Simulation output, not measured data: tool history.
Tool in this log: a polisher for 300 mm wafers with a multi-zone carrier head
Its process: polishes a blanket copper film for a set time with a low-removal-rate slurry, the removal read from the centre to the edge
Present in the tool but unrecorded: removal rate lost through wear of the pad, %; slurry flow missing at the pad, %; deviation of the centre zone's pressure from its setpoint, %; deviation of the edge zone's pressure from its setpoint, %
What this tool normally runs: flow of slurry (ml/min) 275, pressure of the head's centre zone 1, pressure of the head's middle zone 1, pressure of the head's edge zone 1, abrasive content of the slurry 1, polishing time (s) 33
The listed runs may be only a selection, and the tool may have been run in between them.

run   hour  flow of slurry (ml/min)  pressure of the head's centre zone  pressure of the head's middle zone  pressure of the head's edge zone  abrasive content of the slurry  polishing time (s)  wafers since the last listed run  wafers polished on this pad  hours since the slurry nozzle was cleaned  hours since the centre zone pressure was calibrated  hours since the edge zone pressure was calibrated  hours since the carrier head's membrane was replaced  incoming thickness of the incoming film, nm  film removed at the wafer's centre (Å)  film removed at mid-radius (Å)  film removed at the wafer's edge (Å)
  1      0                      310                                   1                                0.96                                 1                               1                  26                                 0                          358                                      160.8                                                475.6                                              636.9                                                  18.8                                       1105.4                                     679                             622                                   631
  2   16.4                      220                                 1.1                                1.07                              1.07                               1                  33                               204                          562                                      177.2                                                  492                                              653.3                                                  35.2                                       1105.9                                     931                             827                                   816
  3   23.5                      275                                   1                                   1                                 1                               1                  33                                88                          650                                      184.3                                                499.1                                              660.4                                                  42.3                                         1115                                     855                             812                                   818
      36.2  -- edge zone pressure recalibrated
  4   37.6                      275                                1.07                                   1                                 1                               1                  25                               150                          801                                      198.4                                                513.2                                                1.4                                                  56.4                                       1102.1                                     702                             610                                   603
      43.4  -- centre zone pressure recalibrated
  5   44.6                      275                                1.11                                0.93                              0.89                            0.75                  33                                62                          863                                      205.4                                                  1.2                                                8.4                                                  63.4                                       1097.5                                     836                             731                                   729
  6   57.5                      275                                1.09                                   1                                 1                             0.9                  33                               160                         1024                                      218.3                                                 14.1                                               21.3                                                  76.3                                       1120.4                                     848                             795                                   775
  7   74.5                      200                                   1                                   1                                 1                               1                  29                               211                         1236                                      235.3                                                 31.1                                               38.3                                                  93.3                                       1104.2                                     684                             679                                   668
      88.3  -- worn pad replaced by a new one
  8   88.8                      275                                   1                                 0.9                                 1                               1                  33                               128                            6                                      249.6                                                 45.4                                               52.6                                                 107.6                                       1109.4                                     792                             739                                   809
  9  101.2                      275                                1.09                                1.06                                 1                               1                  33                               154                          161                                        262                                                 57.8                                                 65                                                   120                                       1090.6                                     875                             847                                   796
 10  115.4                      275                                   1                                   1                                 1                             0.9                  33                               176                          337                                      276.2                                                   72                                               79.2                                                 134.2                                       1094.9                                     783                             797                                   779
 11  123.7                      340                                   1                                   1                                 1                               1                  33                               103                          441                                      284.5                                                 80.3                                               87.5                                                 142.5                                         1094                                     821                             811                                   800
 12  140.7                      250                                0.96                                   1                                 1                             0.8                  36                               211                          653                                      301.5                                                 97.3                                              104.5                                                 159.5                                       1100.9                                     808                             846                                   852
     156.3  -- slurry nozzle cleaned
 13  157.2                      215                                1.09                                   1                                 1                               1                  33                               193                          846                                        0.9                                                113.8                                                121                                                   176                                       1112.1                                     851                             787                                   769
 14  169.3                      275                                   1                                   1                                 1                               1                  33                               150                          996                                         13                                                125.9                                              133.1                                                 188.1                                       1108.4                                     806                             805                                   797
 15  181.8                      275                                   1                                   1                                 1                               1                  23                               155                         1152                                       25.5                                                138.4                                              145.6                                                 200.6                                         1098                                     564                             562                                   562
 16  193.7                      275                                   1                                   1                              1.04                            1.15                  37                               148                         1300                                       37.4                                                150.3                                              157.5                                                 212.5                                         1121                                     938                             928                                   960
     238.4  -- worn pad replaced by a new one
 17  240.8                      275                                   1                                   1                                 1                               1                  33                               536                           29                                       84.5                                                197.4                                              204.6                                                 259.6                                       1108.6                                     822                             815                                   807
 18  253.9                      275                                   1                                   1                                 1                               1                  33                               163                          192                                       97.6                                                210.5                                              217.7                                                 272.7                                         1112                                     824                             818                                   812
 19  259.9                      275                                   1                                   1                              1.11                               1                  33                                74                          267                                      103.6                                                216.5                                              223.7                                                 278.7                                       1102.2                                     818                             811                                   842
 20  270.3                      275                                 1.1                                   1                              0.94                               1                  33                               129                          396                                        114                                                226.9                                              234.1                                                 289.1                                       1123.1                                     906                             806                                   778
 21  285.5                      200                                   1                                   1                                 1                               1                  29                               189                          586                                      129.2                                                242.1                                              249.3                                                 304.3                                       1127.7                                     709                             687                                   693

Branching from run 21: 5 alternative next runs. What would each branch give?
  A  285.9                      275                                   1                                   1                                 1                               1                  25                                 4                          591                                      129.6                                                242.5                                              249.7                                                 304.7                                       1104.2                                       ?                               ?                                     ?
  B  285.9                      195                                   1                                   1                                 1                               1                  33                                 4                          591                                      129.6                                                242.5                                              249.7                                                 304.7                                       1104.2                                       ?                               ?                                     ?
  C  285.9                      275                                1.12                                   1                              1.09                             0.8                  43                                 4                          591                                      129.6                                                242.5                                              249.7                                                 304.7                                       1104.2                                       ?                               ?                                     ?
  D  285.9                      305                                   1                                1.12                              1.09                            0.85                  33                                 4                          591                                      129.6                                                242.5                                              249.7                                                 304.7                                       1104.2                                       ?                               ?                                     ?
  E  285.9                      220                                   1                                   1                              0.96                               1                  33                                 4                          591                                      129.6                                                242.5                                              249.7                                                 304.7                                       1104.2                                       ?                               ?                                     ?

run  film removed at the wafer's centre (Å)  film removed at mid-radius (Å)  film removed at the wafer's edge (Å)
  A                                     622                             619                                   618
  B                                     794                             792                                   798
  C                                    1156                            1025                                  1070
  D                                     807                             883                                   833
  E                                     804                             801                                   789
Stripped of hidden state, with their random variation kept, the same runs would have yielded:
run  film removed at the wafer's centre (Å)  film removed at mid-radius (Å)  film removed at the wafer's edge (Å)
  A                                     601                             619                                   618
  B                                     768                             793                                   798
  C                                    1118                            1026                                  1070
  D                                     781                             883                                   833
  E                                     777                             801                                   789

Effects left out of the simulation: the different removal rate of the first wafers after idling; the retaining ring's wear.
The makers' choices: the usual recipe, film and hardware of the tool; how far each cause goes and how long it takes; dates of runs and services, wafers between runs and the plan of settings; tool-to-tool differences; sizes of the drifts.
